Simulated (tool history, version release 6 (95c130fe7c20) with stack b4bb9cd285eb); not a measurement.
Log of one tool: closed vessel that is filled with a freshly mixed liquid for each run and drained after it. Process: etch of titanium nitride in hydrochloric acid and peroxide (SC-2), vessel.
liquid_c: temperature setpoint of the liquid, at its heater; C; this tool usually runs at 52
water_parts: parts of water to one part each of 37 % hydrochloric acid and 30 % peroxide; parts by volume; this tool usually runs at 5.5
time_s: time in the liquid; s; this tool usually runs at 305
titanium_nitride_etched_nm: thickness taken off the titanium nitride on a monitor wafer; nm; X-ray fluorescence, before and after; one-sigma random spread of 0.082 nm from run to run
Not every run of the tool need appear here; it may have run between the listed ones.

run    hour  liquid_c  water_parts  time_s  wafers since the last listed run  hours since the thermometer was replaced  hours since the chemicals flow meter was replaced  hours since the drum of peroxide was connected  hours since the gauge calibration  read-back film thickness of the titanium nitride reference wafer, read on the same gauge (nm)  titanium_nitride_etched_nm
  1       0        52          5.5     305                                 0                                    1396.9                                             1657.2                                          1250.6                              663.6                                                                                            140                       21.39
  2    33.4        52          5.5     355                              3220                                    1430.3                                             1690.6                                            1284                                697                                                                                         139.99                       24.81
  3    97.4        52          5.5     355                              6171                                    1494.3                                             1754.6                                            1348                                761                                                                                         140.01                       24.84
      126.4  -- thermometer replaced
        135  -- new drum of peroxide connected
  4   153.3      48.5          5.5     305                              5197                                      26.9                                             1810.5                                            18.3                              816.9                                                                                            140                       16.96
  5   218.5      48.5          5.5     305                              6287                                      92.1                                             1875.7                                            83.5                              882.1                                                                                         139.98                       17.04
  6   273.6      48.5          5.5     305                              5313                                     147.2                                             1930.8                                           138.6                              937.2                                                                                         139.98                       17.03
  7   317.3        52          5.5     380                              4214                                     190.9                                             1974.5                                           182.3                              980.9                                                                                         140.03                       26.82
  8   386.8        52          5.5     380                              6702                                     260.4                                               2044                                           251.8                             1050.4                                                                                            140                        26.7
  9   427.2        52          5.5     305                              3896                                     300.8                                             2084.4                                           292.2                             1090.8                                                                                            140                        21.4
      456.5  -- gauge calibrated
 10   462.3        52          5.5     225                              3384                                     335.9                                             2119.5                                           327.3                                5.8                                                                                         140.06                       15.78
 11   522.8        52          5.5     305                              5834                                     396.4                                               2180                                           387.8                               66.3                                                                                         139.99                       21.45
 12   561.2        52          5.5     305                              3703                                     434.8                                             2218.4                                           426.2                              104.7                                                                                         140.02                       21.39
 13   616.9      61.5            4     305                              5371                                     490.5                                             2274.1                                           481.9                              160.4                                                                                            140                       48.72
 14   683.3        55          7.5     305                              6403                                     556.9                                             2340.5                                           548.3                              226.8                                                                                         139.98                       20.63
 15     714        52          5.5     305                              2960                                     587.6                                             2371.2                                             579                              257.5                                                                                         140.03                       21.48
 16   770.9      60.5          8.5     305                              5487                                     644.5                                             2428.1                                           635.9                              314.4                                                                                         139.98                       26.27
 17   804.2      55.5          5.5     425                              3211                                     677.8                                             2461.4                                           669.2                              347.7                                                                                            140                       37.45
 18   841.8        49          7.5     245                              3625                                     715.4                                               2499                                           706.8                              385.3                                                                                            140                       11.12
 19   874.1        57            4     350                              3114                                     747.7                                             2531.3                                           739.1                              417.6                                                                                         140.02                       42.76
 20   914.3        57          5.5     370                              3876                                     787.9                                             2571.5                                           779.3                              457.8                                                                                         139.99                        36.1
      956.4  -- chemicals flow meter replaced
 21   977.4        52          5.5     150                              5988                                       851                                                 21                                           842.4                              520.9                                                                                            140                       10.57
 22  1018.1        52          5.5     305                              3924                                     891.7                                               61.7                                           883.1                              561.6                                                                                         139.98                       21.49
 23  1061.6        61          5.5     305                              4194                                     935.2                                              105.2                                           926.6                              605.1                                                                                         140.01                       38.35
 24  1104.1      58.5            4     230                              4098                                     977.7                                              147.7                                           969.1                              647.6                                                                                         139.98                       30.72
 25  1175.7        52          5.5     420                              6904                                    1049.3                                              219.3                                          1040.7                              719.2                                                                                         139.97                       29.48
 26  1210.8        52          5.5     305                              3384                                    1084.4                                              254.4                                          1075.8                              754.3                                                                                         139.99                        21.4
 27  1263.5        52          5.5     305                              5082                                    1137.1                                              307.1                                          1128.5                                807                                                                                         139.99                        21.4
 28  1311.9      49.5          4.5     470                              4667                                    1185.5                                              355.5                                          1176.9                              855.4                                                                                            140                       32.22
 29  1367.6        52            4     305                              5371                                    1241.2                                              411.2                                          1232.6                              911.1                                                                                         139.99                       26.68

Each row is a separate what-if for the run after 29, all from the same tool condition, not one after another. Results?
  A  1368.3        52          5.5     305                                67                                    1241.9                                              411.9                                          1233.3                              911.8                                                                                              ?                           ?
  B  1368.3      57.5            7     460                                67                                    1241.9                                              411.9                                          1233.3                              911.8                                                                                              ?                           ?
  C  1368.3        52          8.5     130                                67                                    1241.9                                              411.9                                          1233.3                              911.8                                                                                              ?                           ?
  D  1368.3      42.5          5.5     200                                67                                    1241.9                                              411.9                                          1233.3                              911.8                                                                                              ?                           ?

run  read-back film thickness of the titanium nitride reference wafer, read on the same gauge (nm)  titanium_nitride_etched_nm
  A                                                                                         139.99                       21.42
  B                                                                                         139.99                       38.45
  C                                                                                         139.99                        6.52
  D                                                                                         139.99                        7.37
Without the tool's hidden state the same runs would have given:
run  titanium_nitride_etched_nm
  A                       21.42
  B                       38.45
  C                        6.52
  D                        7.37
